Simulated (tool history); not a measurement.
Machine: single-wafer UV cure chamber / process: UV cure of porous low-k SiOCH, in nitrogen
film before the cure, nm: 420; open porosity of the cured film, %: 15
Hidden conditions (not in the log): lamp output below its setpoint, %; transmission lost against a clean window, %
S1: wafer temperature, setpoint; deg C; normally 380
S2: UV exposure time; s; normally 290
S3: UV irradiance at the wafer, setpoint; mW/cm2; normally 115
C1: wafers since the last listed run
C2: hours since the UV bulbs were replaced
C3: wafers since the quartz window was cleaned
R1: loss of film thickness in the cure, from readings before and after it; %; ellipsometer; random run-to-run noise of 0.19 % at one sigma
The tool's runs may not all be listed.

Run 1, hour 0: usual settings but S1 366 deg C; C1 0; C2 1476.8; C3 606. Result: R1 9.41 %.
Run 2, hour 32.2: usual settings but S1 366 deg C; C1 253; C2 1509; C3 859. Result: R1 9.345 %.
Run 3, hour 84.5: usual settings but S1 366 deg C; C1 411; C2 1561.3; C3 1271. Result: R1 9.326 %.
Run 4, hour 154.7: usual settings; C1 552; C2 1631.5; C3 1823. Result: R1 9.616 %.
Run 5, hour 189.9: usual settings; C1 277; C2 1666.7; C3 2100. Result: R1 8.975 %.
Run 6, hour 253.6: usual settings; C1 501; C2 1730.4; C3 2602. Result: R1 8.9 %.
Run 7, hour 291.4: usual settings; C1 297; C2 1768.2; C3 2899. Result: R1 8.867 %.
Run 8, hour 324.4: usual settings; C1 259; C2 1801.2; C3 3159. Result: R1 8.871 %.
At hour 344.9: quartz window cleaned.
Run 9, hour 363.1: usual settings but S3 136 mW/cm2; C1 241; C2 1839.9; C3 142. Result: R1 10.1 %.
Run 10, hour 411.4: usual settings but S3 136 mW/cm2; C1 380; C2 1888.2; C3 522. Result: R1 10.326 %.
Run 11, hour 457.5: usual settings; C1 362; C2 1934.3; C3 885. Result: R1 9.467 %.
At hour 473.6: UV bulbs replaced.
Run 12, hour 516.9: usual settings but S1 372 deg C, S2 390 s; C1 404; C2 43.3; C3 1290. Result: R1 12.302 %.
Run 13, hour 579.3: usual settings but S1 389 deg C, S3 80 mW/cm2; C1 491; C2 105.7; C3 1781. Result: R1 9.534 %.
Run 14, hour 606.8: usual settings but S2 350 s; C1 216; C2 133.2; C3 1997. Result: R1 11.888 %.
Run 15, hour 668.3: usual settings but S2 245 s; C1 483; C2 194.7; C3 2481. Result: R1 9.654 %.
At hour 715.4: quartz window cleaned.
Run 16, hour 727.2: usual settings; C1 400; C2 253.6; C3 93. Result: R1 10.83 %.
Run 17, hour 790.9: usual settings but S2 430 s, S3 133 mW/cm2; C1 501; C2 317.3; C3 594. Result: R1 13.34 %.
Run 18, hour 857.4: usual settings but S1 368 deg C, S3 102 mW/cm2; C1 523; C2 383.8; C3 1117. Result: R1 9.957 %.

What will run 19 give?
Run 19, hour 904.9: usual settings but S1 390 deg C; C1 373; C2 431.3; C3 1491. Result: R1 ?.

For run 19 the tool returned R1 10.428 %.
With the hidden condition absent and the run-to-run variation left alone, this run would have shown R1 11.64 %.
